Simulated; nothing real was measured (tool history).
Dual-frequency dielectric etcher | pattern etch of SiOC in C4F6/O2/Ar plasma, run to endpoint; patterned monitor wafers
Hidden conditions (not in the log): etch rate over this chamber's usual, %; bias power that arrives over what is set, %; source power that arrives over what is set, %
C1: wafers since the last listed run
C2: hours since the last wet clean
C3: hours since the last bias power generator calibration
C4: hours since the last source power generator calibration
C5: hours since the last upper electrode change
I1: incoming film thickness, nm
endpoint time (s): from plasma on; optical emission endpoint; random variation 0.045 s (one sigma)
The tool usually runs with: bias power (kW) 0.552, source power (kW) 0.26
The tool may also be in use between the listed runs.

Run 1, day 0: usual settings; C1 0; C2 382.7; C3 1947.3; C4 1974.4; C5 3790.4; I1 33.7. Result: endpoint time (s) 13.8.
Run 2, day 1.883: usual settings; C1 699; C2 427.9; C3 1992.5; C4 2019.6; C5 3835.6; I1 33.56. Result: endpoint time (s) 13.6.
Run 3, day 6.158: usual settings; C1 1587; C2 530.5; C3 2095.1; C4 2122.2; C5 3938.2; I1 33.78. Result: endpoint time (s) 13.7.
Run 4, day 8.229: usual settings; C1 769; C2 580.2; C3 2144.8; C4 2171.9; C5 3987.9; I1 33.63. Result: endpoint time (s) 13.6.
At day 11.579: wet clean of the chamber.
Run 5, day 11.6: usual settings; C1 880; C2 0.5; C3 2225.7; C4 2252.8; C5 4068.8; I1 33.89. Result: endpoint time (s) 14.
Run 6, day 18.096: usual settings; C1 2412; C2 156.4; C3 2381.6; C4 2408.7; C5 4224.7; I1 33.83. Result: endpoint time (s) 13.9.
Run 7, day 19.829: usual settings; C1 643; C2 198; C3 2423.2; C4 2450.3; C5 4266.3; I1 33.45. Result: endpoint time (s) 13.6.
Run 8, day 24.025: usual settings; C1 1558; C2 298.7; C3 2523.9; C4 2551; C5 4367; I1 34.1. Result: endpoint time (s) 13.9.
At day 26.842: bias power generator calibrated.
Run 9, day 27.079: usual settings; C1 1072; C2 372; C3 5.7; C4 2624.3; C5 4440.3; I1 33.45. Result: endpoint time (s) 13.6.
Run 10, day 30.338: usual settings; C1 1210; C2 450.2; C3 83.9; C4 2702.5; C5 4518.5; I1 34.25. Result: endpoint time (s) 13.8.
Run 11, day 33.521: usual settings; C1 1182; C2 526.6; C3 160.3; C4 2778.9; C5 4594.9; I1 33.26. Result: endpoint time (s) 13.4.
At day 35.438: wet clean of the chamber.
Run 12, day 36.221: usual settings; C1 631; C2 18.8; C3 225.1; C4 2843.7; C5 4659.7; I1 33.8. Result: endpoint time (s) 13.9.
Run 13, day 38.062: usual settings but bias power (kW) 0.608; C1 684; C2 63; C3 269.3; C4 2887.9; C5 4703.9; I1 33.84. Result: endpoint time (s) 13.4.
Run 14, day 40.35: usual settings; C1 849; C2 117.9; C3 324.2; C4 2942.8; C5 4758.8; I1 33.89. Result: endpoint time (s) 13.9.
At day 43.104: upper electrode replaced.
Run 15, day 43.983: usual settings but bias power (kW) 0.456, source power (kW) 0.3; C1 978; C2 205.1; C3 411.4; C4 3030; C5 21.1; I1 33.58. Result: endpoint time (s) 13.9.
Run 16, day 46.921: usual settings but bias power (kW) 0.669, source power (kW) 0.28; C1 1091; C2 275.6; C3 481.9; C4 3100.5; C5 91.6; I1 33.58. Result: endpoint time (s) 12.5.
Run 17, day 50.4: usual settings; C1 1292; C2 359.1; C3 565.4; C4 3184; C5 175.1; I1 33.91. Result: endpoint time (s) 13.6.
Run 18, day 54.504: usual settings but bias power (kW) 0.609; C1 1524; C2 457.6; C3 663.9; C4 3282.5; C5 273.6; I1 33.35. Result: endpoint time (s) 13.
Run 19, day 56.679: usual settings but source power (kW) 0.21; C1 807; C2 509.8; C3 716.1; C4 3334.7; C5 325.8; I1 33.93. Result: endpoint time (s) 14.5.
At day 58.838: source power generator calibrated.
At day 59.775: wet clean of the chamber.
Run 20, day 60.033: usual settings but source power (kW) 0.29; C1 835; C2 6.2; C3 796.6; C4 28.7; C5 406.3; I1 33.73. Result: endpoint time (s) 13.5.
Run 21, day 62.833: usual settings but bias power (kW) 0.649, source power (kW) 0.3; C1 1040; C2 73.4; C3 863.8; C4 95.9; C5 473.5; I1 34.08. Result: endpoint time (s) 12.8.
Run 22, day 66.946: usual settings but bias power (kW) 0.454, source power (kW) 0.21; C1 1527; C2 172.1; C3 962.5; C4 194.6; C5 572.2; I1 33.97. Result: endpoint time (s) 15.9.
Run 23, day 69.833: usual settings but bias power (kW) 0.48, source power (kW) 0.29; C1 1072; C2 241.4; C3 1031.8; C4 263.9; C5 641.5; I1 33.47. Result: endpoint time (s) 13.9.
Run 24, day 73.879: usual settings but bias power (kW) 0.494, source power (kW) 0.31; C1 1502; C2 338.5; C3 1128.9; C4 361; C5 738.6; I1 33.71. Result: endpoint time (s) 13.6.
Run 25, day 78.021: usual settings but source power (kW) 0.31; C1 1538; C2 437.9; C3 1228.3; C4 460.4; C5 838; I1 34.12. Result: endpoint time (s) 13.2.
Run 26, day 80.971: usual settings but bias power (kW) 0.646, source power (kW) 0.22; C1 1095; C2 508.7; C3 1299.1; C4 531.2; C5 908.8; I1 33.91. Result: endpoint time (s) 13.9.
Run 27, day 84.404: usual settings but bias power (kW) 0.497, source power (kW) 0.2; C1 1275; C2 591.1; C3 1381.5; C4 613.6; C5 991.2; I1 33.98. Result: endpoint time (s) 15.5.
At day 88.204: wet clean of the chamber.
Run 28, day 88.225: usual settings; C1 1047; C2 0.5; C3 1473.2; C4 705.3; C5 1082.9; I1 33.71. Result: endpoint time (s) 13.9.
Run 29, day 91.946: usual settings but bias power (kW) 0.456; C1 1382; C2 89.8; C3 1562.5; C4 794.6; C5 1172.2; I1 33.42. Result: endpoint time (s) 14.6.
Run 30, day 95.267: usual settings; C1 1233; C2 169.5; C3 1642.2; C4 874.3; C5 1251.9; I1 33.92. Result: endpoint time (s) 14.
Run 31, day 98.112: usual settings but bias power (kW) 0.511, source power (kW) 0.31; C1 1057; C2 237.8; C3 1710.5; C4 942.6; C5 1320.2; I1 33.74. Result: endpoint time (s) 13.4.
Run 32, day 101.258: usual settings but bias power (kW) 0.485, source power (kW) 0.22; C1 1168; C2 313.3; C3 1786; C4 1018.1; C5 1395.7; I1 33.89. Result: endpoint time (s) 15.2.
Run 33, day 104.146: usual settings but bias power (kW) 0.454, source power (kW) 0.21; C1 1072; C2 382.6; C3 1855.3; C4 1087.4; C5 1465; I1 33.74. Result: endpoint time (s) 15.6.
Run 34, day 107.721: usual settings; C1 1327; C2 468.4; C3 1941.1; C4 1173.2; C5 1550.8; I1 33.63. Result: endpoint time (s) 13.7.

Forecast each of these 5 alternatives for the next run:
Run A, day 107.738: usual settings; C1 6; C2 468.8; C3 1941.5; C4 1173.6; C5 1551.2; I1 33.33. Result: endpoint time (s) ?.
Run B, day 107.738: usual settings but bias power (kW) 0.687, source power (kW) 0.28; C1 6; C2 468.8; C3 1941.5; C4 1173.6; C5 1551.2; I1 33.33. Result: endpoint time (s) ?.
Run C, day 107.738: usual settings but bias power (kW) 0.671, source power (kW) 0.29; C1 6; C2 468.8; C3 1941.5; C4 1173.6; C5 1551.2; I1 33.33. Result: endpoint time (s) ?.
Run D, day 107.738: usual settings but bias power (kW) 0.469, source power (kW) 0.2; C1 6; C2 468.8; C3 1941.5; C4 1173.6; C5 1551.2; I1 33.33. Result: endpoint time (s) ?.
Run E, day 107.738: usual settings but source power (kW) 0.24; C1 6; C2 468.8; C3 1941.5; C4 1173.6; C5 1551.2; I1 33.33. Result: endpoint time (s) ?.

run  endpoint time (s)
  A               13.6
  B               12.4
  C               12.3
  D               15.5
  E                 14
The same runs, with their run-to-run variation unchanged, on a tool lacking any hidden condition would have given:
run  endpoint time (s)
  A               13.9
  B               12.6
  C               12.6
  D               15.9
  E               14.2

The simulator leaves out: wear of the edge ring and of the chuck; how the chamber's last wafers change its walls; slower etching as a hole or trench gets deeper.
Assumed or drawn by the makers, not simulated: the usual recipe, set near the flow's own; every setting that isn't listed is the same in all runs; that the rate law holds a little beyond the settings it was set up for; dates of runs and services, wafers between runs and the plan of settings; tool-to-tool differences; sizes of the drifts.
